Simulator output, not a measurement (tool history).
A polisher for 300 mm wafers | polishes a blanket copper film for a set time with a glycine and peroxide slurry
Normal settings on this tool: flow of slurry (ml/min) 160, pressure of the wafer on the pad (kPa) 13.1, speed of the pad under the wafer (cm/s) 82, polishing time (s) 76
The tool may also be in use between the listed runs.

run     day  flow of slurry (ml/min)  pressure of the wafer on the pad (kPa)  speed of the pad under the wafer (cm/s)  polishing time (s)  incoming thickness of the incoming film, nm  film removed (Å)
  1   0.000                      160                                    13.1                                       82                  76                                        894.3              2909
  2   2.683                      160                                    13.1                                       82                  76                                        923.6              2849
  3   4.696                      160                                    13.1                                       82                  76                                        897.1              2842
  4   6.954                      160                                    16.5                                       82                  76                                        906.5              3386
      8.058  -- worn pad replaced by a new one
  5   8.304                      160                                    16.5                                       82                  76                                        926.4              3276
      9.279  -- slurry nozzle cleaned
  6   9.742                      160                                    16.5                                       82                  58                                        917.4              2677
  7  11.038                      160                                    13.1                                       82                  76                                        915.3              2920
  8  12.408                      160                                    13.1                                       82                  55                                        909.3              2118
  9  14.800                      180                                    13.1                                       82                  76                                        899.9              2972
 10  16.208                      180                                    13.1                                       82                  76                                        916.9              2998
     17.188  -- worn pad replaced by a new one
 11  19.038                      180                                    13.1                                       82                  76                                        914.8              2955
 12  21.117                      160                                    13.1                                       82                  76                                        912.3              2885
 13  23.217                      160                                    13.1                                       82                  76                                        918.6              2848
     25.950  -- slurry nozzle cleaned
 14  25.971                      160                                    13.1                                       82                  76                                        904.3              2904
 15  27.492                      160                                    13.1                                       72                  87                                        915.5              3075
     28.329  -- worn pad replaced by a new one
 16  28.992                      160                                    13.1                                       82                  76                                        902.7              2882
 17  30.088                      160                                    15.9                                       82                  76                                        913.6              3337
     31.100  -- head pressure recalibrated
 18  32.721                      160                                    13.1                                       82                  76                                        916.0              2856
 19  34.808                      160                                    13.1                                       82                  76                                        910.8              2878
 20  36.842                      135                                    10.3                                       96                  76                                        902.8              2575
 21  37.933                      210                                    13.1                                       82                  76                                        904.4              3069
     39.379  -- worn pad replaced by a new one
 22  39.400                      160                                    13.1                                       82                  76                                        921.6              2806
 23  41.567                      160                                    13.1                                       82                  76                                        917.6              2785
     42.208  -- slurry nozzle cleaned
 24  43.804                      160                                    17.2                                      100                  68                                        910.4              3859
 25  44.975                      160                                    11.0                                      110                  76                                        911.2              3177
 26  46.308                      180                                    16.5                                       56                  59                                        898.3              2051
 27  47.938                      160                                    14.5                                       56                  76                                        909.5              2388
 28  49.767                      195                                    16.5                                       82                 102                                        911.9              4745

Forecast each of these 4 alternatives for the next run:
  A  49.783                      175                                    13.1                                       82                  76                                        917.3                 ?
  B  49.783                      160                                    13.1                                       96                  76                                        917.3                 ?
  C  49.783                      105                                    15.9                                       82                  76                                        917.3                 ?
  D  49.783                      160                                    10.3                                       82                  65                                        917.3                 ?

run  film removed (Å)
  A              3019
  B              3338
  C              3090
  D              2153
Had the tool no hidden state, the same runs would have come out as:
run  film removed (Å)
  A              3045
  B              3369
  C              3133
  D              2173
